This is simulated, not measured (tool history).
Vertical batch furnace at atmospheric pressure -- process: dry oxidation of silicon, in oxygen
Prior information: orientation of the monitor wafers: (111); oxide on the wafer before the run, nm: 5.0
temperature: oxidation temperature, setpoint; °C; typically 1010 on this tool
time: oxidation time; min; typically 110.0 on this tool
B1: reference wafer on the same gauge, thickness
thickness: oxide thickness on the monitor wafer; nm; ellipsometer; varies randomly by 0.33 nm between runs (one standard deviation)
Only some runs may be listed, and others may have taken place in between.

run 1 hour=0.0 | temperature=1024 time=137.5 | B1=105.00 | thickness=152.39
run 2 hour=57.5 | temperature=1016 time=139.0 | B1=105.02 | thickness=146.41
run 3 hour=94.9 | temperature=1016 time=139.0 | B1=105.07 | thickness=145.12
run 4 hour=149.3 | temperature=1010 time=95.5 | B1=104.99 | thickness=111.51
run 5 hour=182.6 | temperature=1010 time=95.5 | B1=104.98 | thickness=110.98
run 6 hour=211.4 | temperature=1010 time=95.5 | B1=105.00 | thickness=111.48
run 7 hour=383.5 | temperature=1010 time=110.0 | B1=105.11 | thickness=121.39
run 8 hour=459.1 | temperature=1010 time=110.0 | B1=104.96 | thickness=121.64
run 9 hour=508.8 | temperature=1010 time=110.0 | B1=104.99 | thickness=121.02
run 10 hour=548.9 | temperature=1010 time=110.0 | B1=105.00 | thickness=121.11
run 11 hour=581.1 | temperature=1010 time=110.0 | B1=104.91 | thickness=121.50
run 12 hour=630.4 | temperature=1010 time=110.0 | B1=104.97 | thickness=121.18
run 13 hour=670.5 | temperature=1010 time=90.0 | B1=105.03 | thickness=107.32
run 14 hour=696.9 | temperature=1031 time=57.5 | B1=104.98 | thickness=92.51
run 15 hour=722.9 | temperature=995 time=110.0 | B1=105.00 | thickness=109.91
run 16 hour=758.9 | temperature=1026 time=110.0 | B1=104.98 | thickness=134.00
run 17 hour=822.9 | temperature=997 time=60.5 | B1=104.93 | thickness=75.79
run 18 hour=859.9 | temperature=1018 time=110.0 | B1=105.13 | thickness=128.15
run 19 hour=927.6 | temperature=1010 time=70.5 | B1=104.97 | thickness=92.09
run 20 hour=986.9 | temperature=1010 time=110.0 | B1=105.12 | thickness=121.36
run 21 hour=1018.0 | temperature=1010 time=110.0 | B1=105.01 | thickness=121.54
run 22 hour=1042.5 | temperature=1001 time=63.5 | B1=104.93 | thickness=80.71
run 23 hour=1079.4 | temperature=1010 time=110.0 | B1=105.03 | thickness=121.44
run 24 hour=1146.6 | temperature=992 time=128.0 | B1=104.98 | thickness=114.12
run 25 hour=1199.0 | temperature=1004 time=131.5 | B1=104.87 | thickness=126.34
run 26 hour=1260.6 | temperature=1010 time=110.0 | B1=104.98 | thickness=117.34
run 27 hour=1319.3 | temperature=994 time=126.5 | B1=104.99 | thickness=115.21
run 28 hour=1381.7 | temperature=1010 time=68.5 | B1=104.99 | thickness=87.23
run 29 hour=1416.8 | temperature=1010 time=110.0 | B1=104.98 | thickness=117.42
run 30 hour=1462.8 | temperature=988 time=61.5 | B1=105.07 | thickness=69.60
run 31 hour=1516.2 | temperature=1027 time=64.0 | B1=104.95 | thickness=93.97
run 32 hour=1564.9 | temperature=1034 time=147.5 | B1=105.01 | thickness=163.57
run 33 hour=1604.1 | temperature=989 time=71.5 | B1=105.05 | thickness=77.47
run 34 hour=1798.1 | temperature=1002 time=161.5 | B1=105.05 | thickness=142.70
run 35 hour=1834.2 | temperature=988 time=95.0 | B1=105.09 | thickness=92.46
run 36 hour=1871.0 | temperature=1010 time=110.0 | B1=105.02 | thickness=119.13
run 37 hour=2036.8 | temperature=1010 time=110.0 | B1=105.06 | thickness=119.73
run 38 hour=2108.6 | temperature=990 time=158.0 | B1=104.98 | thickness=131.32

Not shown here: 3 entries made in the log between runs. Locate each between two listed runs and compare the hidden state at the listed run before it with the hidden state at the listed run after it:
In the gap between runs 7 and 8: boat lift adjusted (hour 458.6)
  true tube temperature minus thermocouple reading, K: 5.09 -> 5.11
  measured value less the no-hidden-state value, thickness: +4.19 -> +4.22 nm
In the gap between runs 23 and 24: thermocouples replaced and temperature profile calibrated (hour 1146.1)
  true tube temperature minus thermocouple reading, K: 5.22 -> 0.18
  measured value less the no-hidden-state value, thickness: +4.29 -> +0.14 nm
In the gap between runs 25 and 26: gauge calibrated (hour 1234.5)
  true tube temperature minus thermocouple reading, K: 0.37 -> 0.585
  measured value less the no-hidden-state value, thickness: +0.32 -> +0.48 nm

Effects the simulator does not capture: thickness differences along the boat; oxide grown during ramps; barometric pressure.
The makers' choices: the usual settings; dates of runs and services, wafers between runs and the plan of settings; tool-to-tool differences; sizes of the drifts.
